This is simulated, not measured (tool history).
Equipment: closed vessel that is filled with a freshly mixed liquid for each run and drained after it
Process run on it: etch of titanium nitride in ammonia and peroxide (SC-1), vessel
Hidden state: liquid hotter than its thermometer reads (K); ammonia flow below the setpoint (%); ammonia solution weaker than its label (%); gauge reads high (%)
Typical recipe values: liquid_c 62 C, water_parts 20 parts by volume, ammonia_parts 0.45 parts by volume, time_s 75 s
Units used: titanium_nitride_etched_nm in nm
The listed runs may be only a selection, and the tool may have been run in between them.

run,hour,liquid_c,water_parts,ammonia_parts,time_s,wafers since the last listed run,hours since the thermometer was replaced,hours since the ammonia flow meter was replaced,hours since the drum of ammonia solution was connected,hours since the gauge calibration,"read-back film thickness of the titanium nitride reference wafer, read on the same gauge (nm)",titanium_nitride_etched_nm
1,0,64.5,20,0.45,75,0,789.7,476.2,356.1,1763.4,68.75,10.06
2,96.9,64.5,20,0.45,75,7915,886.6,573.1,453,1860.3,68.68,9.94
# hour 110.4: new drum of ammonia solution connected
3,255.8,62,20,0.45,75,12898,1045.5,732,145.4,2019.2,68.43,8.43
# hour 276.5: ammonia flow meter replaced
4,324.9,62,13.5,0.45,100,5562,1114.6,48.4,214.5,2088.3,68.33,14.09
5,367.5,62,20,0.5,75,3479,1157.2,91,257.1,2130.9,68.29,8.52
6,418.6,62,20,0.5,75,4174,1208.3,142.1,308.2,2182,68.18,8.47
7,516.7,62,20,0.5,75,8013,1306.4,240.2,406.3,2280.1,68.07,8.64
# hour 538.5: new drum of ammonia solution connected
8,601.4,62,27.5,0.35,75,6837,1391.1,324.9,62.9,2364.8,67.85,6.71
9,659.9,62,27.5,0.35,75,4778,1449.6,383.4,121.4,2423.3,67.79,6.68
10,712.7,62,27.5,0.35,75,4313,1502.4,436.2,174.2,2476.1,67.74,6.68
11,762.1,62,20,0.45,75,4035,1551.8,485.6,223.6,2525.5,67.64,8.36
12,800.1,62,20,0.35,75,3104,1589.8,523.6,261.6,2563.5,67.6,7.88
13,870,62,20,0.35,75,5709,1659.7,593.5,331.5,2633.4,67.38,7.81
# hour 928.2: gauge calibrated
14,968.8,62,20,0.45,75,8070,1758.5,692.3,430.3,40.6,69.65,8.69
# hour 976.8: new drum of ammonia solution connected
# hour 1039.4: ammonia flow meter replaced
15,1053,62,13.5,0.55,75,6714,1842.7,13.6,76.2,124.8,69.66,11.2
16,1112.3,62,24,0.45,75,4844,1902,72.9,135.5,184.1,69.68,7.81

Forecast run 17:
17,1182.7,62,16,0.25,75,5750,1972.4,143.3,205.9,254.5,?,?

read-back film thickness of the titanium nitride reference wafer, read on the same gauge (nm): 69.66
titanium_nitride_etched_nm: 8.73 nm
The same run, on a tool lacking any hidden state, would have yielded titanium_nitride_etched_nm 8.78 nm.
